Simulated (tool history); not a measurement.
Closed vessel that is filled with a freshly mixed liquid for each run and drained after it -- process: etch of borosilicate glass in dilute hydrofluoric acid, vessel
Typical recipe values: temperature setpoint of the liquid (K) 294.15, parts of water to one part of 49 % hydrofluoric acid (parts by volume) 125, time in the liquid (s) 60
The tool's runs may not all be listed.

run	hour	temperature setpoint of the liquid (K)	parts of water to one part of 49 % hydrofluoric acid (parts by volume)	time in the liquid (s)	read-back film thickness of the borosilicate glass reference wafer, read on the same gauge (nm)	thickness taken off the borosilicate glass on a monitor wafer (angstrom)
1	0.0	294.15	125	60	59.97	113.0
2	50.9	294.15	125	60	60.01	110.7
3	80.5	294.15	125	60	60.00	110.6
4	96.6	294.15	125	60	60.01	111.6
5	123.5	294.15	125	60	60.00	110.8
6	157.4	294.15	125	60	60.00	109.4
7	193.3	296.65	125	60	60.01	121.3
# hour 196.6: gauge calibrated
8	210.1	292.65	125	60	60.00	103.2
9	223.4	292.65	125	60	60.01	104.1
10	253.0	290.15	125	30	59.99	46.8
11	275.1	294.15	125	60	59.98	109.1
# hour 293.2: thermometer replaced
# hour 293.9: hydrofluoric acid flow meter replaced
12	302.0	294.15	100	60	60.00	155.8
13	326.3	290.15	175	75	59.99	87.6
14	359.5	290.65	160	70	60.02	94.3
15	382.5	292.65	75	80	60.00	268.9
16	409.1	294.15	125	60	60.02	121.3
17	428.2	292.65	75	80	60.00	266.5
18	451.8	294.15	125	60	60.02	119.9
19	512.5	290.15	80	75	60.02	208.8

4 options for the next run, each taken on its own from the tool as it stands now. Forecast them:
A	513.2	294.15	125	60	?	?
B	513.2	294.15	110	60	?	?
C	513.2	296.15	75	95	?	?
D	513.2	292.15	125	60	?	?

run	read-back film thickness of the borosilicate glass reference wafer, read on the same gauge (nm)	thickness taken off the borosilicate glass on a monitor wafer (angstrom)
A	60.02	120.2
B	60.02	138.9
C	60.02	365.0
D	60.02	110.8
The same runs, with their run-to-run variation unchanged, on a tool lacking any hidden condition would have given:
run	thickness taken off the borosilicate glass on a monitor wafer (angstrom)
A	124.2
B	143.6
C	376.8
D	114.6
